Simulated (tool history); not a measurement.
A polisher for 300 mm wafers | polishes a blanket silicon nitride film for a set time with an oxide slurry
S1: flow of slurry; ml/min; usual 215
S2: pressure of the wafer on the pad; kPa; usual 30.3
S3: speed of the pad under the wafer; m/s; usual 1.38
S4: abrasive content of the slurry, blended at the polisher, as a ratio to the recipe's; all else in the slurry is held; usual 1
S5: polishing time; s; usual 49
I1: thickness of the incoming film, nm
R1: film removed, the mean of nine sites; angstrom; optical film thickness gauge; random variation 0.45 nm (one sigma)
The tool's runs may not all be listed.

Run 1, hour 0: usual settings but S3 1 m/s; I1 309.4. Result: R1 364 angstrom.
Run 2, hour 31.8: usual settings; I1 312.3. Result: R1 443 angstrom.
At hour 85: head pressure recalibrated.
At hour 128.8: conditioning disc replaced and pad reconditioned.
Run 3, hour 133.2: usual settings but S2 35.9 kPa, S4 1.15; I1 314.9. Result: R1 518 angstrom.
At hour 139.9: slurry nozzle cleaned.
Run 4, hour 148.2: usual settings but S1 175 ml/min, S2 38.6 kPa, S5 36 s; I1 307.1. Result: R1 405 angstrom.
Run 5, hour 174.5: usual settings but S1 260 ml/min, S3 1.62 m/s; I1 310. Result: R1 509 angstrom.
At hour 195.2: worn pad replaced by a new one.
Run 6, hour 201.1: usual settings but S1 190 ml/min, S2 36.5 kPa, S5 61 s; I1 314.3. Result: R1 661 angstrom.
Run 7, hour 216.4: usual settings but S5 38 s; I1 310.2. Result: R1 348 angstrom.
Run 8, hour 286.2: usual settings but S4 0.75, S5 63 s; I1 307.2. Result: R1 503 angstrom.
Run 9, hour 307.1: usual settings but S1 250 ml/min, S4 0.85; I1 312.3. Result: R1 411 angstrom.
Run 10, hour 322.8: usual settings but S5 39 s; I1 307.2. Result: R1 351 angstrom.
Run 11, hour 351.2: usual settings but S1 180 ml/min, S5 64 s; I1 311. Result: R1 566 angstrom.
At hour 372.8: conditioning disc replaced and pad reconditioned.
Run 12, hour 383.3: usual settings but S2 35.2 kPa; I1 310.7. Result: R1 513 angstrom.
Run 13, hour 408.1: usual settings but S5 39 s; I1 311.8. Result: R1 350 angstrom.
At hour 416.7: slurry blender recalibrated.
Run 14, hour 437.7: usual settings; I1 310.6. Result: R1 430 angstrom.
At hour 442.9: worn pad replaced by a new one.
Run 15, hour 470.2: usual settings but S5 39 s; I1 311. Result: R1 344 angstrom.
Run 16, hour 489.9: usual settings but S2 35.9 kPa, S4 1.15; I1 306.2. Result: R1 525 angstrom.
At hour 498.8: slurry nozzle cleaned.
Run 17, hour 502.3: usual settings but S2 25.5 kPa, S4 1.25; I1 311.5. Result: R1 411 angstrom.
Run 18, hour 520.1: usual settings but S3 0.94 m/s, S5 32 s; I1 314.3. Result: R1 236 angstrom.
Run 19, hour 542.9: usual settings but S1 265 ml/min, S3 1.82 m/s; I1 314.9. Result: R1 549 angstrom.
Run 20, hour 562.1: usual settings but S3 1.02 m/s; I1 308.8. Result: R1 368 angstrom.
Run 21, hour 595.7: usual settings but S1 155 ml/min, S3 1.1 m/s, S4 0.8; I1 308.9. Result: R1 337 angstrom.
At hour 665.3: conditioning disc replaced and pad reconditioned.
Run 22, hour 669.5: usual settings but S1 175 ml/min, S3 1.06 m/s, S5 43 s; I1 306.2. Result: R1 323 angstrom.
Run 23, hour 683.4: usual settings but S4 0.9; I1 310.8. Result: R1 411 angstrom.
At hour 696: worn pad replaced by a new one.
Run 24, hour 703.3: usual settings; I1 306. Result: R1 437 angstrom.
Run 25, hour 716.4: usual settings; I1 308.6. Result: R1 431 angstrom.
Run 26, hour 740.8: usual settings but S1 255 ml/min, S2 24.1 kPa, S4 0.8, S5 65 s; I1 308.2. Result: R1 433 angstrom.

3 ways to go on from here, each from the tool as it stands after run 26. What would each give?
Run A, hour 741.2: usual settings but S3 0.9 m/s; I1 313.2. Result: R1 ?.
Run B, hour 741.2: usual settings but S1 260 ml/min, S2 24.1 kPa, S5 43 s; I1 313.2. Result: R1 ?.
Run C, hour 741.2: usual settings but S2 26.9 kPa, S4 1.15, S5 64 s; I1 313.2. Result: R1 ?.

run   R1
  A  335
  B  309
  C  531
Without the tool's hidden state the same runs would have given:
run   R1
  A  345
  B  317
  C  548
